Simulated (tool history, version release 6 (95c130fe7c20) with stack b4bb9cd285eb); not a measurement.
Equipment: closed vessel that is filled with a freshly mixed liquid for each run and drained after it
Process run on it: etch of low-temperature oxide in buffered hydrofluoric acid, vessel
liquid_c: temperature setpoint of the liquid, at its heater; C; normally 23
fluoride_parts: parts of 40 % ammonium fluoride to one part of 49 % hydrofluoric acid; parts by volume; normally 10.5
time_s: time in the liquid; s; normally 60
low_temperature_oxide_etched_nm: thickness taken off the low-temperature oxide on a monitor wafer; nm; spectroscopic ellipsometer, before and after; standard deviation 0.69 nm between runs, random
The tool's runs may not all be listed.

run	hour	liquid_c	fluoride_parts	time_s	read-back film thickness of the low-temperature oxide reference wafer, read on the same gauge (nm)	low_temperature_oxide_etched_nm
1	0	20	10.5	60	150.03	168.85
2	43.7	20	10.5	60	149.97	169.65
3	71.3	21.5	10.5	60	149.99	183
4	106.8	21.5	10.5	60	149.98	184.07
5	143.2	21.5	10.5	60	149.97	183.69
# hour 157.1: hydrofluoric acid flow meter replaced
6	206.9	23	10.5	60	150.01	202.01
7	270.7	23	10.5	60	150.03	200.69
8	312.9	23	12.5	60	150.01	169.13
9	375.6	23	12.5	60	149.99	169.52
10	437.8	23	10.5	60	149.98	202.17
11	477.7	23	10.5	60	150.03	201.83
12	512.6	23	10.5	60	150.03	202.79
13	551.2	23	10.5	60	149.99	202.82
14	616.3	23	10.5	60	149.98	204.04
# hour 638.5: gauge calibrated
15	675.7	23	10.5	60	149.99	202.64
16	742	23	10.5	60	150.01	203.58
17	802.4	23	12	75	150.03	223.75
18	852.5	23	10.5	60	150.03	204.45
19	909.5	23	10.5	60	150	204.89
# hour 970.4: thermometer replaced
20	970.9	24.5	10.5	85	150.01	292.71
# hour 1013.7: hydrofluoric acid flow meter replaced
21	1075.7	24.5	8	60	150	263.76
22	1144.6	23	9	80	149.99	286.34
23	1193.2	25.5	10.5	45	150	164.31
24	1259.2	27	10.5	60	149.99	238.61
25	1327.3	25.5	7.5	45	149.99	225.56
26	1466.7	27.5	11.5	35	149.96	131.06
27	1574	23	10.5	60	150.02	193.46
28	1633.9	26	10.5	60	149.99	228.88
29	1672	25.5	9	85	150.02	353.52
30	1729.4	23	10.5	90	150.02	292.53

Consider 4 possible next runs. They are alternatives, not a sequence: every one starts from the tool as it was left by run 30. What does each give?
A	1730.1	23	10.5	85	?	?
B	1730.1	27.5	13	60	?	?
C	1730.1	23	9	60	?	?
D	1730.1	20.5	10.5	75	?	?

run	read-back film thickness of the low-temperature oxide reference wafer, read on the same gauge (nm)	low_temperature_oxide_etched_nm
A	150	278.03
B	150	203.05
C	150	219.9
D	150	213.75
Without the tool's unlogged condition, the same runs would have read:
run	low_temperature_oxide_etched_nm
A	268.16
B	196.04
C	212.1
D	206.04
